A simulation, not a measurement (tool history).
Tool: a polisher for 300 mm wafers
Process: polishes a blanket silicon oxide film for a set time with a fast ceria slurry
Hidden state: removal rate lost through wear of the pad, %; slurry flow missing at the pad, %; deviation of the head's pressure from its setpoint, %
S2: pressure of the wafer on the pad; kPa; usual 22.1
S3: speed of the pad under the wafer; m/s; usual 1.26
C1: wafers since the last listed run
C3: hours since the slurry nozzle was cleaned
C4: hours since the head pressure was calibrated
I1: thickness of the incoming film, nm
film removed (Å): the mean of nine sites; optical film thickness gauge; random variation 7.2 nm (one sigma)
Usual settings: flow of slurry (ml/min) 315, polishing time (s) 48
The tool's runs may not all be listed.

Run 1, hour 0.0: usual settings; C1 0; wafers polished on this pad 2124; C3 101.7; C4 321.6; I1 3112.0. Result: film removed (Å) 8910.
At hour 4.1: worn pad replaced by a new one.
Run 2, hour 45.6: usual settings; C1 552; wafers polished on this pad 552; C3 147.3; C4 367.2; I1 3133.4. Result: film removed (Å) 8771.
Run 3, hour 101.1: usual settings; C1 737; wafers polished on this pad 1289; C3 202.8; C4 422.7; I1 3066.2. Result: film removed (Å) 8777.
Run 4, hour 162.8: usual settings; C1 820; wafers polished on this pad 2110; C3 264.5; C4 484.4; I1 3109.4. Result: film removed (Å) 8568.
At hour 177.9: worn pad replaced by a new one.
Run 5, hour 206.1: usual settings; C1 522; wafers polished on this pad 374; C3 307.8; C4 527.7; I1 3091.5. Result: film removed (Å) 8600.
Run 6, hour 263.0: usual settings but S2 24.1 kPa; C1 756; wafers polished on this pad 1130; C3 364.7; C4 584.6; I1 3090.2. Result: film removed (Å) 9364.
At hour 318.9: worn pad replaced by a new one.
Run 7, hour 330.4: usual settings but S2 24.1 kPa; C1 842; wafers polished on this pad 152; C3 432.1; C4 652.0; I1 3024.8. Result: film removed (Å) 9141.
At hour 333.5: slurry nozzle cleaned.
Run 8, hour 386.9: usual settings but flow of slurry (ml/min) 350; C1 737; wafers polished on this pad 890; C3 53.4; C4 708.5; I1 3063.5. Result: film removed (Å) 9174.
Run 9, hour 478.9: usual settings but flow of slurry (ml/min) 210, polishing time (s) 39; C1 1222; wafers polished on this pad 2113; C3 145.4; C4 800.5; I1 3094.6. Result: film removed (Å) 6735.
At hour 491.0: worn pad replaced by a new one.
Run 10, hour 503.4: usual settings but S2 14.5 kPa; C1 272; wafers polished on this pad 164; C3 169.9; C4 825.0; I1 3060.0. Result: film removed (Å) 5743.
At hour 541.4: head pressure recalibrated.
Run 11, hour 541.9: usual settings but S3 0.84 m/s; C1 485; wafers polished on this pad 650; C3 208.4; C4 0.5; I1 3081.2. Result: film removed (Å) 5902.
Run 12, hour 593.7: usual settings but S3 0.86 m/s, polishing time (s) 54; C1 688; wafers polished on this pad 1338; C3 260.2; C4 52.3; I1 3092.9. Result: film removed (Å) 6658.
At hour 651.2: worn pad replaced by a new one.
Run 13, hour 654.8: usual settings; C1 758; wafers polished on this pad 48; C3 321.3; C4 113.4; I1 3042.4. Result: film removed (Å) 8434.
Run 14, hour 692.3: usual settings; C1 498; wafers polished on this pad 546; C3 358.8; C4 150.9; I1 3059.9. Result: film removed (Å) 8514.
Run 15, hour 720.7: usual settings but S3 1.02 m/s, polishing time (s) 62; C1 377; wafers polished on this pad 924; C3 387.2; C4 179.3; I1 3030.8. Result: film removed (Å) 8831.
Run 16, hour 752.2: usual settings but flow of slurry (ml/min) 235, S2 16.5 kPa, S3 1.48 m/s, polishing time (s) 61; C1 418; wafers polished on this pad 1342; C3 418.7; C4 210.8; I1 3104.9. Result: film removed (Å) 8936.
At hour 816.3: worn pad replaced by a new one.
Run 17, hour 816.8: usual settings but flow of slurry (ml/min) 220, S2 25.5 kPa, polishing time (s) 63; C1 805; wafers polished on this pad 6; C3 483.3; C4 275.4; I1 3122.1. Result: film removed (Å) 11693.

The tool's hidden state at each run:
removal rate lost through wear of the pad, %: 0 in every run
deviation of the head's pressure from its setpoint, %: 0 in every run
H1: slurry flow missing at the pad, %
run    H1
  1  13.7
  2  17.7
  3  22.6
  4    28
  5  31.8
  6  36.8
  7  42.7
  8  8.56
  9  16.6
 10  18.8
 11  22.2
 12  26.7
 13    32
 14  35.3
 15  37.8
 16  40.6
 17  46.3
